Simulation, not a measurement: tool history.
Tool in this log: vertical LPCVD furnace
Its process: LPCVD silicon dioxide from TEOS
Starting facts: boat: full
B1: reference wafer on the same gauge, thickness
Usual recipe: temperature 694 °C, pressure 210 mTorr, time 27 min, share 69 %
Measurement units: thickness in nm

Run 1, hour 0: usual settings; B1 170.03. Result: thickness 159.8 nm.
Run 2, hour 35.5: usual settings; B1 170.05. Result: thickness 159.86 nm.
Run 3, hour 76.2: usual settings but time 35 min; B1 170.07. Result: thickness 207.71 nm.
Run 4, hour 100.8: usual settings; B1 169.98. Result: thickness 159.86 nm.
Run 5, hour 152.3: usual settings; B1 169.98. Result: thickness 159.84 nm.
Run 6, hour 181.5: usual settings; B1 170. Result: thickness 160.21 nm.
Run 7, hour 209.5: usual settings; B1 169.96. Result: thickness 159.81 nm.
Run 8, hour 270.2: usual settings; B1 169.98. Result: thickness 159.79 nm.
Run 9, hour 331.2: usual settings; B1 169.97. Result: thickness 160.54 nm.
Run 10, hour 370: usual settings but temperature 687 °C, share 73 %; B1 170. Result: thickness 140.43 nm.
At hour 425.1: pressure gauge zeroed.
Run 11, hour 433.8: usual settings but temperature 687 °C, share 73 %; B1 170.02. Result: thickness 136.78 nm.
Run 12, hour 458: usual settings; B1 169.94. Result: thickness 157.23 nm.
Run 13, hour 514: usual settings; B1 169.98. Result: thickness 157.6 nm.
Run 14, hour 558.3: usual settings; B1 170. Result: thickness 157.61 nm.
Run 15, hour 611: usual settings; B1 169.97. Result: thickness 158.42 nm.
At hour 627.3: gauge calibrated.
Run 16, hour 647.5: usual settings but temperature 688 °C, pressure 195 mTorr, time 22 min; B1 170.06. Result: thickness 108.41 nm.
Run 17, hour 691.9: usual settings but time 38 min; B1 170.04. Result: thickness 222.9 nm.
At hour 754.9: thermocouples replaced and temperature profile calibrated.
Run 18, hour 755.4: usual settings but time 30 min, share 64 %; B1 169.97. Result: thickness 164.17 nm.
Run 19, hour 923.9: usual settings but temperature 685 °C, share 63 %; B1 170.04. Result: thickness 119.25 nm.
At hour 970.4: TEOS flow controller replaced.
Run 20, hour 970.9: usual settings but pressure 175 mTorr, share 76 %; B1 169.91. Result: thickness 148.64 nm.
Run 21, hour 995.5: usual settings but temperature 684 °C, pressure 175 mTorr, time 30.5 min, share 59 %; B1 169.99. Result: thickness 116.59 nm.
Run 22, hour 1041.8: usual settings; B1 170.01. Result: thickness 154.85 nm.
Run 23, hour 1103.4: usual settings but temperature 701 °C, pressure 230 mTorr, time 18.5 min, share 64 %; B1 170.06. Result: thickness 126.31 nm.
Run 24, hour 1140.4: usual settings but temperature 685 °C, share 63 %; B1 170. Result: thickness 119.73 nm.
Run 25, hour 1169.9: usual settings but time 18.5 min; B1 169.99. Result: thickness 106.31 nm.
Run 26, hour 1203.5: usual settings; B1 169.97. Result: thickness 155.5 nm.
Run 27, hour 1256.2: usual settings but pressure 225 mTorr, time 34 min; B1 170.07. Result: thickness 203.07 nm.

Run-by-run hidden state of the tool:
deviation of the TEOS flow from its setpoint, %: 0 at every run
gauge reads high (%): 0 at every run
H1: true tube temperature minus thermocouple reading, K
H2: true pressure minus gauge reading, mTorr
run     H1      H2
  1   1.31       9
  2   1.33    9.04
  3   1.36    9.09
  4   1.37    9.12
  5    1.4    9.17
  6   1.42     9.2
  7   1.44    9.22
  8   1.48    9.28
  9   1.51    9.33
 10   1.54    9.36
 11   1.58  -0.612
 12   1.59  -0.335
 13   1.62   0.279
 14   1.65    0.74
 15   1.68    1.26
 16    1.7    1.61
 17   1.73    2.01
 18  0.283    2.55
 19  0.385    3.82
 20  0.414    4.14
 21  0.428     4.3
 22  0.456    4.59
 23  0.494    4.95
 24  0.516    5.16
 25  0.534    5.32
 26  0.554    5.49
 27  0.586    5.75
